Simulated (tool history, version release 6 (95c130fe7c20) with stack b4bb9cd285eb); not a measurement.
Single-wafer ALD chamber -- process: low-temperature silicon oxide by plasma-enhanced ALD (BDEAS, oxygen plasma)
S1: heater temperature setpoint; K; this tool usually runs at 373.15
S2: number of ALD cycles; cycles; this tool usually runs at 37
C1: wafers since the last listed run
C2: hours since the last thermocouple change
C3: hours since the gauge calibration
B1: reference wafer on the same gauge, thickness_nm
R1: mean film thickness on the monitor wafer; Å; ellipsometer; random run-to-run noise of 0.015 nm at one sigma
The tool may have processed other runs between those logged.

{"run": 1, "hour": 0.0, "S1": 373.15, "S2": 37, "C1": 0, "C2": 1682.5, "C3": 1257.3, "B1": 4.394, "R1": 53.09}
{"hour": 53.2, "done": "thermocouple changed; heater temperature recalibrated"}
{"hour": 72.7, "done": "gauge calibrated"}
{"run": 2, "hour": 99.7, "S1": 373.15, "S2": 37, "C1": 575, "C2": 46.5, "C3": 27.0, "B1": 4.391, "R1": 52.44}
{"run": 3, "hour": 148.3, "S1": 373.15, "S2": 40, "C1": 305, "C2": 95.1, "C3": 75.6, "B1": 4.39, "R1": 56.6}
{"run": 4, "hour": 196.0, "S1": 373.15, "S2": 31, "C1": 299, "C2": 142.8, "C3": 123.3, "B1": 4.39, "R1": 43.93}
{"run": 5, "hour": 280.8, "S1": 368.15, "S2": 37, "C1": 532, "C2": 227.6, "C3": 208.1, "B1": 4.388, "R1": 53.27}
{"run": 6, "hour": 387.6, "S1": 368.15, "S2": 37, "C1": 670, "C2": 334.4, "C3": 314.9, "B1": 4.391, "R1": 53.36}
{"run": 7, "hour": 481.0, "S1": 368.15, "S2": 37, "C1": 586, "C2": 427.8, "C3": 408.3, "B1": 4.392, "R1": 53.41}
{"run": 8, "hour": 533.4, "S1": 369.15, "S2": 37, "C1": 329, "C2": 480.2, "C3": 460.7, "B1": 4.392, "R1": 53.1}
{"run": 9, "hour": 627.2, "S1": 369.15, "S2": 37, "C1": 589, "C2": 574.0, "C3": 554.5, "B1": 4.387, "R1": 53.22}
{"run": 10, "hour": 683.1, "S1": 369.15, "S2": 37, "C1": 351, "C2": 629.9, "C3": 610.4, "B1": 4.393, "R1": 53.37}
{"run": 11, "hour": 730.4, "S1": 373.15, "S2": 37, "C1": 297, "C2": 677.2, "C3": 657.7, "B1": 4.39, "R1": 52.23}
{"run": 12, "hour": 816.4, "S1": 373.15, "S2": 37, "C1": 540, "C2": 763.2, "C3": 743.7, "B1": 4.39, "R1": 52.56}
{"run": 13, "hour": 1089.1, "S1": 373.15, "S2": 33, "C1": 1712, "C2": 1035.9, "C3": 1016.4, "B1": 4.386, "R1": 47.0}
{"run": 14, "hour": 1156.8, "S1": 373.15, "S2": 37, "C1": 425, "C2": 1103.6, "C3": 1084.1, "B1": 4.388, "R1": 52.79}
{"run": 15, "hour": 1198.2, "S1": 368.15, "S2": 32, "C1": 260, "C2": 1145.0, "C3": 1125.5, "B1": 4.389, "R1": 46.44}
{"run": 16, "hour": 1293.6, "S1": 364.15, "S2": 30, "C1": 599, "C2": 1240.4, "C3": 1220.9, "B1": 4.387, "R1": 43.87}
{"run": 17, "hour": 1372.7, "S1": 373.15, "S2": 37, "C1": 496, "C2": 1319.5, "C3": 1300.0, "B1": 4.386, "R1": 52.76}
{"run": 18, "hour": 1447.9, "S1": 373.15, "S2": 34, "C1": 472, "C2": 1394.7, "C3": 1375.2, "B1": 4.385, "R1": 48.5}
{"run": 19, "hour": 1555.8, "S1": 373.15, "S2": 37, "C1": 677, "C2": 1502.6, "C3": 1483.1, "B1": 4.391, "R1": 52.67}
{"run": 20, "hour": 1608.8, "S1": 377.15, "S2": 33, "C1": 332, "C2": 1555.6, "C3": 1536.1, "B1": 4.391, "R1": 46.57}
{"run": 21, "hour": 1659.2, "S1": 373.15, "S2": 37, "C1": 316, "C2": 1606.0, "C3": 1586.5, "B1": 4.391, "R1": 52.85}
{"hour": 1691.0, "done": "gauge calibrated"}
{"hour": 1723.6, "done": "thermocouple changed; heater temperature recalibrated"}
{"run": 22, "hour": 1724.1, "S1": 358.15, "S2": 42, "C1": 357, "C2": 0.5, "C3": 33.1, "B1": 4.393, "R1": 62.17}

What will run 23 give?
{"run": 23, "hour": 1805.0, "S1": 373.15, "S2": 39, "C1": 508, "C2": 81.4, "C3": 114.0, "B1": "?", "R1": "?"}

Run 23 produced B1 4.390, R1 54.86 Å.
Minus the tool's unlogged condition, the same run would have read R1 54.84 Å.

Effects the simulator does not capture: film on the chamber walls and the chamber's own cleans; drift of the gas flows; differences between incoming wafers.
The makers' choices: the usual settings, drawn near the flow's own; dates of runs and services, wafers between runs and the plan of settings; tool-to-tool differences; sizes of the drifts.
